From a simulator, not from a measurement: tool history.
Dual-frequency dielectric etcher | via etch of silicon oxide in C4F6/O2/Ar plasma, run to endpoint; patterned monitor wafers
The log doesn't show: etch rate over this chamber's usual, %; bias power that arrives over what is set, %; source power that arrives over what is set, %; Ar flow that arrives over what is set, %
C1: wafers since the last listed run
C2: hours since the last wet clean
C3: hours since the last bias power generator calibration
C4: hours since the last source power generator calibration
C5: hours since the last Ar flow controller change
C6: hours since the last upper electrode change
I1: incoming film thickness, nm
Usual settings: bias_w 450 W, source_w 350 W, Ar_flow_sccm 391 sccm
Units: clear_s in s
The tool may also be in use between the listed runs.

run 1 hour=0.0 | bias_w=450 source_w=350 Ar_flow_sccm=391 | C1=0 C2=262.7 C3=3781.6 C4=1339.7 C5=1966.9 C6=2988.8 | I1=131.7 | clear_s=31.6
run 2 hour=82.8 | bias_w=450 source_w=350 Ar_flow_sccm=391 | C1=769 C2=345.5 C3=3864.4 C4=1422.5 C5=2049.7 C6=3071.6 | I1=131.7 | clear_s=31.9
run 3 hour=185.8 | bias_w=450 source_w=350 Ar_flow_sccm=391 | C1=957 C2=448.5 C3=3967.4 C4=1525.5 C5=2152.7 C6=3174.6 | I1=130.6 | clear_s=32.0
run 4 hour=251.1 | bias_w=450 source_w=350 Ar_flow_sccm=391 | C1=606 C2=513.8 C3=4032.7 C4=1590.8 C5=2218.0 C6=3239.9 | I1=129.4 | clear_s=32.1
-- hour=328.1 wet clean of the chamber
run 5 hour=334.8 | bias_w=450 source_w=350 Ar_flow_sccm=391 | C1=554 C2=6.7 C3=4116.4 C4=1674.5 C5=2301.7 C6=3323.6 | I1=129.8 | clear_s=28.8
run 6 hour=420.6 | bias_w=450 source_w=350 Ar_flow_sccm=391 | C1=797 C2=92.5 C3=4202.2 C4=1760.3 C5=2387.5 C6=3409.4 | I1=130.4 | clear_s=29.1
-- hour=469.2 bias power generator calibrated
-- hour=521.2 upper electrode replaced
run 7 hour=521.7 | bias_w=450 source_w=350 Ar_flow_sccm=391 | C1=679 C2=193.6 C3=52.5 C4=1861.4 C5=2488.6 C6=0.5 | I1=131.7 | clear_s=29.5
-- hour=599.7 Ar flow controller replaced
-- hour=641.9 wet clean of the chamber, repeated, since the last time left the tool worse
-- hour=681.8 source power generator calibrated
run 8 hour=814.2 | bias_w=450 source_w=350 Ar_flow_sccm=456 | C1=2402 C2=172.3 C3=345.0 C4=132.4 C5=214.5 C6=293.0 | I1=130.7 | clear_s=31.9

The next listed run, before its measurement:
run 9 hour=892.2 | bias_w=450 source_w=350 Ar_flow_sccm=391 | C1=724 C2=250.3 C3=423.0 C4=210.4 C5=292.5 C6=371.0 | I1=130.3 | clear_s=?

clear_s: 31.8 s
Without the tool's hidden state the same run would have given clear_s 31.1 s.
